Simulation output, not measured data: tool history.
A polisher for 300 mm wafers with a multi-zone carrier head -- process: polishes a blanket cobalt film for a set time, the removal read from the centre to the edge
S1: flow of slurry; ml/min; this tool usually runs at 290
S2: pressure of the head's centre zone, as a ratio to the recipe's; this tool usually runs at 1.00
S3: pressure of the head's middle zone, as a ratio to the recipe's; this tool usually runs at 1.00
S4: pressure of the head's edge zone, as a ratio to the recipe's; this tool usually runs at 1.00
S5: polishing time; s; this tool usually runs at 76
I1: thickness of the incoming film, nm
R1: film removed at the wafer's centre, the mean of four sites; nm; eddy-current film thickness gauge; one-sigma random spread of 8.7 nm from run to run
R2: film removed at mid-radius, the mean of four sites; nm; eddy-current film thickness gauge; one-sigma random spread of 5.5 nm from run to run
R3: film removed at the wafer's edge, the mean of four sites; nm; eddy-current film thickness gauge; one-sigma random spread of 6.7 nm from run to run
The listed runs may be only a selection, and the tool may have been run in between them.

run	hour	S1	S2	S3	S4	S5	I1	R1	R2	R3
1	0.0	290	1.00	1.00	1.00	76	1573.5	621.4	622.1	637.6
2	66.6	290	1.00	1.00	1.00	76	1580.9	603.6	623.9	641.5
# hour 104.0: edge zone pressure recalibrated
3	122.8	290	1.00	1.00	1.00	76	1574.4	609.7	609.6	630.5
# hour 142.4: carrier head's membrane replaced by a new one
# hour 142.6: worn pad replaced by a new one
4	221.6	290	1.00	1.00	1.00	76	1584.4	610.1	614.0	634.3
5	348.3	290	1.00	0.94	1.07	76	1586.8	600.9	571.0	662.9
6	415.3	290	1.00	1.00	1.00	76	1596.6	585.6	605.2	622.9
7	491.1	290	1.00	1.00	1.00	76	1551.4	600.0	601.9	626.2
# hour 515.5: slurry nozzle cleaned
8	597.9	290	1.00	1.00	1.00	76	1581.3	624.9	639.7	665.3
# hour 637.1: edge zone pressure recalibrated
9	642.2	315	1.00	1.09	1.00	76	1589.3	631.3	674.1	666.6
# hour 715.6: worn pad replaced by a new one
10	732.7	290	1.00	0.96	1.08	76	1557.3	623.8	612.8	681.3
# hour 738.0: centre zone pressure recalibrated
11	785.4	345	1.00	1.00	1.00	76	1577.8	633.1	633.9	657.1
12	839.1	290	1.00	1.06	1.00	76	1549.9	634.3	654.2	655.4
13	936.8	290	0.94	1.00	1.00	76	1546.8	579.0	625.3	639.7
14	987.7	235	1.05	0.95	1.00	95	1576.9	776.6	718.5	776.6
15	1089.3	345	1.00	1.00	0.95	76	1585.5	618.6	626.3	636.0
# hour 1135.1: edge zone pressure recalibrated
# hour 1168.2: worn pad replaced by a new one
# hour 1368.4: slurry nozzle cleaned
16	1385.1	290	1.00	1.00	1.00	76	1597.9	621.7	636.0	654.0
17	1471.0	290	1.00	1.00	1.00	76	1566.6	621.7	629.2	650.6
18	1578.2	370	1.04	1.10	1.00	83	1579.4	726.6	762.2	718.9
19	1671.2	290	1.00	1.00	1.00	76	1597.1	622.4	620.1	648.5
# hour 1674.9: edge zone pressure recalibrated
# hour 1713.6: worn pad replaced by a new one
20	1760.2	290	0.95	1.00	1.00	76	1556.3	587.1	616.1	632.5
# hour 1833.4: carrier head's membrane replaced by a new one
21	1866.5	215	1.00	1.00	1.00	99	1597.8	738.3	765.7	793.9

Consider 5 possible next runs. They are alternatives, not a sequence: every one starts from the tool as it was left by run 21. What does each give?
A	1866.9	290	1.00	1.00	1.00	76	1561.2	?	?	?
B	1866.9	290	1.00	1.06	0.91	76	1561.2	?	?	?
C	1866.9	290	1.00	1.00	1.00	68	1561.2	?	?	?
D	1866.9	290	0.91	1.08	0.89	76	1561.2	?	?	?
E	1866.9	230	1.00	1.00	1.00	76	1561.2	?	?	?

run	R1	R2	R3
A	611.1	612.3	646.0
B	611.3	643.4	617.4
C	546.7	547.8	578.0
D	556.0	654.0	610.9
E	584.4	588.3	627.3
Stripped of hidden state, with their random variation kept, the same runs would have yielded:
run	R1	R2	R3
A	636.0	634.8	663.8
B	636.3	667.0	634.4
C	569.1	568.0	593.9
D	578.7	678.1	627.8
E	615.5	616.3	649.1

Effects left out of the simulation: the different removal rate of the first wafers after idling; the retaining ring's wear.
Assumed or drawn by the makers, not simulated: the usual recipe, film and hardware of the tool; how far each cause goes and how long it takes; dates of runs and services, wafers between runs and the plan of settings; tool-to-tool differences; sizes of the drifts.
